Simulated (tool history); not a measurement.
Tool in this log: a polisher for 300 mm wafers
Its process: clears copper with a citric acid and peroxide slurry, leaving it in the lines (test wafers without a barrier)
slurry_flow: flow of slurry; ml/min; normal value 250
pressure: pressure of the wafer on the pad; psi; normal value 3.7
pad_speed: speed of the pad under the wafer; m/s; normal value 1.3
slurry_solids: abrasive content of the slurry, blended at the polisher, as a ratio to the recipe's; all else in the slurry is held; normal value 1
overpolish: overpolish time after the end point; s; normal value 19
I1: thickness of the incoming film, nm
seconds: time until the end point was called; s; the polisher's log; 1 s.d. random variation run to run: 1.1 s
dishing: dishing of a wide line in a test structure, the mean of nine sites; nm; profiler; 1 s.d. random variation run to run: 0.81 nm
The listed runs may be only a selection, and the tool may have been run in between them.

Run 1, day 0: usual settings but slurry_solids 0.85; I1 382.4. Result: seconds 130 s, dishing 39.2 nm.
Run 2, day 0.9: usual settings but slurry_solids 0.85; I1 382.4. Result: seconds 127.8 s, dishing 39.1 nm.
Run 3, day 2.146: usual settings but slurry_solids 0.85; I1 379.2. Result: seconds 134.8 s, dishing 37.3 nm.
Run 4, day 3.412: usual settings; I1 376. Result: seconds 128.3 s, dishing 37.8 nm.
Run 5, day 4.154: usual settings; I1 382.8. Result: seconds 122.1 s, dishing 41.4 nm.
Run 6, day 5.054: usual settings but slurry_flow 300 ml/min, pad_speed 1 m/s; I1 380.6. Result: seconds 154 s, dishing 33.7 nm.
Run 7, day 6.508: usual settings but slurry_flow 300 ml/min, pad_speed 1 m/s; I1 379.3. Result: seconds 157.5 s, dishing 32.3 nm.
Run 8, day 7.012: usual settings; I1 379.1. Result: seconds 128.5 s, dishing 39.7 nm.
Run 9, day 8.433: usual settings but slurry_flow 280 ml/min; I1 379.4. Result: seconds 133.4 s, dishing 38.4 nm.
Run 10, day 9.454: usual settings but slurry_flow 315 ml/min, pressure 4.2 psi, pad_speed 1.7 m/s, overpolish 22 s; I1 378.7. Result: seconds 86.2 s, dishing 60.4 nm.
Run 11, day 10.783: usual settings but slurry_flow 180 ml/min; I1 386.7. Result: seconds 130.4 s, dishing 38.8 nm.
Run 12, day 11.933: usual settings; I1 375.8. Result: seconds 123.5 s, dishing 40.3 nm.
Run 13, day 12.558: usual settings but slurry_solids 0.85; I1 378.5. Result: seconds 134.1 s, dishing 37.3 nm.
Run 14, day 13.654: usual settings; I1 381.7. Result: seconds 123.5 s, dishing 41.1 nm.
Run 15, day 14.196: usual settings but slurry_flow 180 ml/min, pad_speed 1.44 m/s; I1 386.6. Result: seconds 119.5 s, dishing 42.2 nm.
Run 16, day 15.671: usual settings but slurry_flow 305 ml/min, pressure 4.7 psi, slurry_solids 0.85, overpolish 9 s; I1 385.1. Result: seconds 106.5 s, dishing 24.8 nm.
Run 17, day 16.358: usual settings but pressure 4.9 psi, pad_speed 0.9 m/s, slurry_solids 0.75; I1 376.2. Result: seconds 142.2 s, dishing 37.6 nm.
Run 18, day 19.5: usual settings but slurry_solids 0.9; I1 380.1. Result: seconds 126.6 s, dishing 38.6 nm.

Taken out of this log: 7 entries between the listed runs. Where each belongs, and how the hidden state differs across it:
Runs 4 to 5: worn pad replaced by a new one (day 4.133)
  removal rate lost through wear of the pad, %: 9.38 -> 1.95
  measured result minus the result with no hidden state, seconds: +12 -> +2.4 s; dishing: -3.2 -> -0.7 nm
Runs 8 to 9: head pressure recalibrated (day 7.521)
  removal rate lost through wear of the pad, %: 5.88 -> 10.7
  measured result minus the result with no hidden state, seconds: +7.6 -> +14.3 s; dishing: -2 -> -3.7 nm
Runs 9 to 10: worn pad replaced by a new one, of another model than before (day 9.15)
  removal rate lost through wear of the pad, %: 10.7 -> 0.889
  measured result minus the result with no hidden state, seconds: +14.3 -> +0.7 s; dishing: -3.7 -> -0.4 nm
Runs 11 to 12: slurry nozzle cleaned (day 11.096)
  removal rate lost through wear of the pad, %: 2.11 -> 4.51
  measured result minus the result with no hidden state, seconds: +2.7 -> +5.5 s; dishing: -0.6 -> -1.5 nm
Runs 12 to 13: slurry blender recalibrated (day 12.429)
  removal rate lost through wear of the pad, %: 4.51 -> 6.34
  measured result minus the result with no hidden state, seconds: +5.5 -> +8.5 s; dishing: -1.5 -> -2.1 nm
Runs 13 to 14: worn pad replaced by a new one (day 13.454)
  removal rate lost through wear of the pad, %: 6.34 -> 1.49
  measured result minus the result with no hidden state, seconds: +8.5 -> +1.9 s; dishing: -2.1 -> -0.6 nm
Runs 17 to 18: worn pad replaced by a new one (day 18.358)
  removal rate lost through wear of the pad, %: 5.46 -> 3.39
  measured result minus the result with no hidden state, seconds: +7.7 -> +4.3 s; dishing: -1.8 -> -1.1 nm
